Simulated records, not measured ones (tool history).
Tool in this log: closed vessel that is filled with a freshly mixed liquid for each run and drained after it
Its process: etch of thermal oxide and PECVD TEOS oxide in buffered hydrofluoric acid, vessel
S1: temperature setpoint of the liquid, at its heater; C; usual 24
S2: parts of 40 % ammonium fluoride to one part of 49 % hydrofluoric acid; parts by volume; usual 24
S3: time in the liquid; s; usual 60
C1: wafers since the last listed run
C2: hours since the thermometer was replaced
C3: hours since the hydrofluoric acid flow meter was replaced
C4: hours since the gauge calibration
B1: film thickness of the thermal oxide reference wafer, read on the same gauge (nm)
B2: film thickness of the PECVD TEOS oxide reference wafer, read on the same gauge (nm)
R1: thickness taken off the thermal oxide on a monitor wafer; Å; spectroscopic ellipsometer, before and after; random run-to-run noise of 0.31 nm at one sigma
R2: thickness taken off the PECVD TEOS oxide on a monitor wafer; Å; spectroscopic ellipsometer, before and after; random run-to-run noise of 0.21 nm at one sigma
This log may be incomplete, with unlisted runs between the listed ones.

Run 1, hour 0: usual settings; C1 0; C2 69.3; C3 924; C4 493.9; B1 140.01; B2 40.02. Result: R1 320.3 Å, R2 321.2 Å.
Run 2, hour 44.9: usual settings; C1 4082; C2 114.2; C3 968.9; C4 538.8; B1 139.98; B2 39.98. Result: R1 324.5 Å, R2 320.6 Å.
Run 3, hour 112.6: usual settings; C1 6155; C2 181.9; C3 1036.6; C4 606.5; B1 140.02; B2 40. Result: R1 321 Å, R2 316.5 Å.
Run 4, hour 148.5: usual settings; C1 3264; C2 217.8; C3 1072.5; C4 642.4; B1 140.01; B2 39.97. Result: R1 322.7 Å, R2 317 Å.
Run 5, hour 197.2: usual settings; C1 4428; C2 266.5; C3 1121.2; C4 691.1; B1 140.06; B2 39.98. Result: R1 320.8 Å, R2 317.8 Å.
Run 6, hour 264.2: usual settings; C1 6092; C2 333.5; C3 1188.2; C4 758.1; B1 139.97; B2 40.02. Result: R1 323.5 Å, R2 312.9 Å.
Run 7, hour 290.7: usual settings; C1 2409; C2 360; C3 1214.7; C4 784.6; B1 140; B2 40.02. Result: R1 317.2 Å, R2 315.3 Å.
At hour 332: hydrofluoric acid flow meter replaced.
Run 8, hour 350.5: usual settings; C1 5346; C2 419.8; C3 18.5; C4 844.4; B1 140; B2 40. Result: R1 349.9 Å, R2 344.5 Å.
Run 9, hour 413: usual settings; C1 5682; C2 482.3; C3 81; C4 906.9; B1 140.03; B2 40.02. Result: R1 346.2 Å, R2 343 Å.
Run 10, hour 437.1: usual settings but S1 27 C; C1 2191; C2 506.4; C3 105.1; C4 931; B1 139.97; B2 39.98. Result: R1 407.7 Å, R2 402.3 Å.
Run 11, hour 472.3: usual settings but S1 27.5 C; C1 3200; C2 541.6; C3 140.3; C4 966.2; B1 140.03; B2 39.99. Result: R1 416.5 Å, R2 410.1 Å.
At hour 502.3: gauge calibrated.
Run 12, hour 533.9: usual settings; C1 5601; C2 603.2; C3 201.9; C4 31.6; B1 139.99; B2 39.97. Result: R1 340 Å, R2 340.7 Å.
Run 13, hour 564.5: usual settings but S1 29 C, S3 40 s; C1 2782; C2 633.8; C3 232.5; C4 62.2; B1 140.01; B2 39.97. Result: R1 301.7 Å, R2 290.9 Å.
Run 14, hour 599.7: usual settings but S2 30 parts by volume, S3 50 s; C1 3200; C2 669; C3 267.7; C4 97.4; B1 140; B2 39.99. Result: R1 241.3 Å, R2 239.9 Å.
Run 15, hour 669.6: usual settings but S1 21.5 C, S2 27.5 parts by volume; C1 6355; C2 738.9; C3 337.6; C4 167.3; B1 139.99; B2 39.96. Result: R1 270.8 Å, R2 265.4 Å.
At hour 681.9: thermometer replaced.
Run 16, hour 722.2: usual settings; C1 4691; C2 40.3; C3 390.2; C4 219.9; B1 140.05; B2 39.99. Result: R1 338.6 Å, R2 336.1 Å.
Run 17, hour 788.3: usual settings but S1 26.5 C, S3 30 s; C1 6010; C2 106.4; C3 456.3; C4 286; B1 140; B2 40. Result: R1 191.2 Å, R2 190.1 Å.
Run 18, hour 845: usual settings but S3 40 s; C1 5155; C2 163.1; C3 513; C4 342.7; B1 139.98; B2 40.03. Result: R1 225.4 Å, R2 222.7 Å.
Run 19, hour 883.5: usual settings but S1 27 C, S2 15.5 parts by volume, S3 85 s; C1 3500; C2 201.6; C3 551.5; C4 381.2; B1 139.98; B2 40. Result: R1 794.2 Å, R2 780.3 Å.

Here are 5 independent what-if runs from the current tool condition. What would each one return?
Run A, hour 884.2: usual settings; C1 63; C2 202.3; C3 552.2; C4 381.9; B1 ?; B2 ?. Result: R1 ?, R2 ?.
Run B, hour 884.2: usual settings but S1 20 C, S2 27 parts by volume; C1 63; C2 202.3; C3 552.2; C4 381.9; B1 ?; B2 ?. Result: R1 ?, R2 ?.
Run C, hour 884.2: usual settings but S1 22 C, S2 28.5 parts by volume; C1 63; C2 202.3; C3 552.2; C4 381.9; B1 ?; B2 ?. Result: R1 ?, R2 ?.
Run D, hour 884.2: usual settings but S1 19.5 C, S2 30 parts by volume; C1 63; C2 202.3; C3 552.2; C4 381.9; B1 ?; B2 ?. Result: R1 ?, R2 ?.
Run E, hour 884.2: usual settings but S2 28.5 parts by volume; C1 63; C2 202.3; C3 552.2; C4 381.9; B1 ?; B2 ?. Result: R1 ?, R2 ?.

run      B1     B2     R1     R2
  A  140.01  40.02  331.4  331.7
  B  140.01  40.02  244.6  244.8
  C  140.01  40.02  262.5  262.7
  D  140.01  40.02  216.9  217.2
  E  140.01  40.02  293.2  293.5
Had the tool no hidden state, the same runs would have come out as:
run     R1     R2
  A  346.7  347.1
  B  255.9  256.2
  C  275.8  276.1
  D  231.3  231.6
  E    308  308.4

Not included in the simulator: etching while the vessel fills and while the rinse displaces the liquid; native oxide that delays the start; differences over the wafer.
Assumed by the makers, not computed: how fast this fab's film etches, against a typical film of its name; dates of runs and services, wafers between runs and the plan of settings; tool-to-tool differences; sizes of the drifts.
